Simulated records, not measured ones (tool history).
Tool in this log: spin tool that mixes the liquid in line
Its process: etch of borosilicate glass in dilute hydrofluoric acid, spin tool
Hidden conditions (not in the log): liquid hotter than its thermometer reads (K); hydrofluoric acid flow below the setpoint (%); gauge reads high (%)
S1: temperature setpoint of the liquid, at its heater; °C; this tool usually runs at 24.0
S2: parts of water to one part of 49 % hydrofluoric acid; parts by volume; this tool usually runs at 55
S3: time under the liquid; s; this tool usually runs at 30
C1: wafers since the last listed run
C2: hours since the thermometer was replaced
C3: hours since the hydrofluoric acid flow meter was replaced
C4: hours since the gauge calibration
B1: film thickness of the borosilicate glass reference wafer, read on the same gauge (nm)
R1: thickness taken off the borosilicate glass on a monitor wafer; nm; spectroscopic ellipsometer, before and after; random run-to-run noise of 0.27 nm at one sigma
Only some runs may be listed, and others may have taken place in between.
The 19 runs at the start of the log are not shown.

run     day    S1  S2  S3    C1     C2     C3     C4     B1     R1
     19.400  -- gauge calibrated
 20  22.646  26.5  35  45  1769  361.7  266.0   77.9  69.99  72.09
 21  23.500  24.0  55  20   378  382.2  286.5   98.4  70.02  17.96
 22  24.283  24.0  55  30   347  401.0  305.3  117.2  70.01  26.62
 23  25.546  27.5  55  30   559  431.3  335.6  147.5  70.00  30.98
 24  26.638  24.0  55  30   483  457.5  361.8  173.7  69.98  27.24
 25  27.817  26.5  55  30   522  485.8  390.1  202.0  70.00  29.35
 26  28.600  24.0  25  15   347  504.6  408.9  220.8  70.01  30.27
 27  29.667  24.0  55  30   472  530.2  434.5  246.4  70.00  26.30
 28  30.646  21.5  45  45   434  553.7  458.0  269.9  70.00  45.50
 29  31.875  27.0  75  50   544  583.2  487.5  299.4  69.98  35.45
 30  32.454  27.0  75  50   256  597.1  501.4  313.3  69.98  35.19
 31  33.512  21.5  55  30   469  622.5  526.8  338.7  69.99  23.42
 32  34.612  26.5  65  40   487  648.9  553.2  365.1  69.98  32.46

Below are 5 alternative next runs, each starting from the tool's condition after run 32. Predict each:
  A  34.629  19.5  55  30   7  649.3  553.6  365.5   ?   ?
  B  34.629  27.5  75  30   7  649.3  553.6  365.5   ?   ?
  C  34.629  29.0  35  25   7  649.3  553.6  365.5   ?   ?
  D  34.629  28.0  85  35   7  649.3  553.6  365.5   ?   ?
  E  34.629  20.5  30  45   7  649.3  553.6  365.5   ?   ?

run     B1     R1
  A  70.00  22.27
  B  70.00  22.04
  C  70.00  44.36
  D  70.00  22.81
  E  70.00  65.93
Without the tool's unlogged condition, the same runs would have read:
run     R1
  A  22.99
  B  22.78
  C  45.77
  D  23.59
  E  68.00

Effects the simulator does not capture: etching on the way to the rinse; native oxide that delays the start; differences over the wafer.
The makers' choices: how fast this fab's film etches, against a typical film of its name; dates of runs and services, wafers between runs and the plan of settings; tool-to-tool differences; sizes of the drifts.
